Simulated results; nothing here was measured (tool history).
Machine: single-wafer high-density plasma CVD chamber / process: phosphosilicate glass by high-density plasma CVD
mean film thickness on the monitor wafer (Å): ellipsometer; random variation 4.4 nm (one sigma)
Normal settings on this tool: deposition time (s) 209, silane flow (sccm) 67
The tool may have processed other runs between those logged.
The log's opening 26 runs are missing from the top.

| run | day | deposition time (s) | silane flow (sccm) | wafers since the last listed run | hours since the silane flow controller was replaced | hours since the gauge calibration | read-back reference wafer on the same gauge, thickness_nm | mean film thickness on the monitor wafer (Å) |
|---|---|---|---|---|---|---|---|---|
| 27 | 62.792 | 223 | 75 | 160 | 167.0 | 592.8 | 1470.192 | 16116.11 |
| 28 | 64.575 | 209 | 67 | 246 | 209.8 | 635.6 | 1468.227 | 13469.66 |
| 29 | 66.608 | 188 | 78 | 281 | 258.6 | 684.4 | 1468.037 | 14039.38 |
| 30 | 67.738 | 209 | 67 | 156 | 285.7 | 711.5 | 1469.395 | 13466.01 |
| 31 | 69.675 | 209 | 67 | 267 | 332.2 | 758.0 | 1468.745 | 13482.57 |
| 32 | 71.529 | 229 | 67 | 256 | 376.7 | 802.5 | 1471.277 | 14683.87 |
| 33 | 73.429 | 209 | 67 | 262 | 422.3 | 848.1 | 1470.563 | 13424.65 |
| 34 | 74.712 | 245 | 67 | 177 | 453.1 | 878.9 | 1468.543 | 15749.17 |
| 35 | 76.525 | 167 | 76 | 250 | 496.6 | 922.4 | 1470.658 | 12182.96 |
| 36 | 77.650 | 179 | 73 | 155 | 523.6 | 949.4 | 1473.146 | 12520.79 |
| 37 | 79.292 | 235 | 80 | 226 | 563.0 | 988.8 | 1470.408 | 18015.27 |
| 38 | 81.883 | 227 | 76 | 358 | 625.2 | 1051.0 | 1470.361 | 16561.42 |

Predict each of these 4 candidate next runs independently; none follows another, all start after run 38:
| A | 81.904 | 209 | 67 | 2 | 625.7 | 1051.5 | ? | ? |
| B | 81.904 | 226 | 78 | 2 | 625.7 | 1051.5 | ? | ? |
| C | 81.904 | 209 | 62 | 2 | 625.7 | 1051.5 | ? | ? |
| D | 81.904 | 197 | 67 | 2 | 625.7 | 1051.5 | ? | ? |

| run | read-back reference wafer on the same gauge, thickness_nm | mean film thickness on the monitor wafer (Å) |
|---|---|---|
| A | 1470.613 | 13428.41 |
| B | 1470.613 | 16904.67 |
| C | 1470.613 | 12426.29 |
| D | 1470.613 | 12657.40 |
With no hidden state in the tool, these same runs would have given:
| run | mean film thickness on the monitor wafer (Å) |
|---|---|
| A | 13539.90 |
| B | 17045.01 |
| C | 12529.46 |
| D | 12762.49 |

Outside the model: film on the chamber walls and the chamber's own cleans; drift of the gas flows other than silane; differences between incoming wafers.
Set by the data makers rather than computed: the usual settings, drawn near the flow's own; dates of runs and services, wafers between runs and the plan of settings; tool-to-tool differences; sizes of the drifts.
